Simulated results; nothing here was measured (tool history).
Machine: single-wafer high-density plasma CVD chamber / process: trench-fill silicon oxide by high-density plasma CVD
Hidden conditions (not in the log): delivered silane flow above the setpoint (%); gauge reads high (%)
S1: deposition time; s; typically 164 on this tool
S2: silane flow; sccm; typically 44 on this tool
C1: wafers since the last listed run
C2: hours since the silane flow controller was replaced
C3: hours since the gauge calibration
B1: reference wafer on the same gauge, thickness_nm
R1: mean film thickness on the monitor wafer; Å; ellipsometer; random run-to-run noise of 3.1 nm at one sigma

Run 1, hour 0.0: usual settings; C1 0; C2 2219.8; C3 669.8; B1 596.111. Result: R1 7119.43 Å.
Run 2, hour 99.3: usual settings; C1 727; C2 2319.1; C3 769.1; B1 595.946. Result: R1 7153.06 Å.
Run 3, hour 145.7: usual settings; C1 340; C2 2365.5; C3 815.5; B1 595.315. Result: R1 7152.97 Å.
At hour 170.8: gauge calibrated.
Run 4, hour 230.9: usual settings but S1 138 s, S2 46 sccm; C1 624; C2 2450.7; C3 60.1; B1 606.511. Result: R1 6390.34 Å.
Run 5, hour 298.8: usual settings but S1 138 s, S2 46 sccm; C1 497; C2 2518.6; C3 128.0; B1 604.094. Result: R1 6355.26 Å.
Run 6, hour 405.8: usual settings but S1 189 s; C1 784; C2 2625.6; C3 235.0; B1 601.960. Result: R1 8243.59 Å.
Run 7, hour 499.5: usual settings but S1 155 s, S2 40 sccm; C1 686; C2 2719.3; C3 328.7; B1 599.681. Result: R1 6206.75 Å.
Run 8, hour 540.3: usual settings but S1 155 s, S2 40 sccm; C1 299; C2 2760.1; C3 369.5; B1 599.267. Result: R1 6237.83 Å.
Run 9, hour 641.3: usual settings but S1 133 s; C1 740; C2 2861.1; C3 470.5; B1 598.311. Result: R1 5791.72 Å.
Run 10, hour 706.3: usual settings but S1 183 s; C1 476; C2 2926.1; C3 535.5; B1 597.639. Result: R1 7961.24 Å.
Run 11, hour 773.0: usual settings but S1 192 s, S2 47 sccm; C1 488; C2 2992.8; C3 602.2; B1 597.695. Result: R1 8919.28 Å.
At hour 846.1: silane flow controller replaced.
Run 12, hour 861.3: usual settings but S1 182 s; C1 588; C2 15.2; C3 690.5; B1 597.107. Result: R1 7909.57 Å.
At hour 903.8: gauge calibrated.
Run 13, hour 960.1: usual settings but S1 155 s, S2 46 sccm; C1 724; C2 114.0; C3 56.3; B1 605.669. Result: R1 7171.22 Å.
Run 14, hour 1030.0: usual settings; C1 512; C2 183.9; C3 126.2; B1 603.439. Result: R1 7167.25 Å.
Run 15, hour 1108.9: usual settings but S1 173 s, S2 40 sccm; C1 578; C2 262.8; C3 205.1; B1 601.014. Result: R1 6950.12 Å.
Run 16, hour 1185.7: usual settings but S1 146 s, S2 50 sccm; C1 562; C2 339.6; C3 281.9; B1 599.748. Result: R1 7174.19 Å.

5 ways to go on from here, each from the tool as it stands after run 16. What would each give?
Run A, hour 1186.1: usual settings but S2 49 sccm; C1 2; C2 340.0; C3 282.3; B1 ?. Result: R1 ?.
Run B, hour 1186.1: usual settings but S1 141 s, S2 47 sccm; C1 2; C2 340.0; C3 282.3; B1 ?. Result: R1 ?.
Run C, hour 1186.1: usual settings but S2 41 sccm; C1 2; C2 340.0; C3 282.3; B1 ?. Result: R1 ?.
Run D, hour 1186.1: usual settings but S1 154 s, S2 50 sccm; C1 2; C2 340.0; C3 282.3; B1 ?. Result: R1 ?.
Run E, hour 1186.1: usual settings but S1 132 s; C1 2; C2 340.0; C3 282.3; B1 ?. Result: R1 ?.

run       B1       R1
  A  599.609  7910.09
  B  599.609  6538.91
  C  599.609  6691.88
  D  599.609  7570.76
  E  599.609  5753.84
Stripped of hidden state, with their random variation kept, the same runs would have yielded:
run       R1
  A  8019.49
  B  6629.34
  C  6784.43
  D  7675.47
  E  5833.41
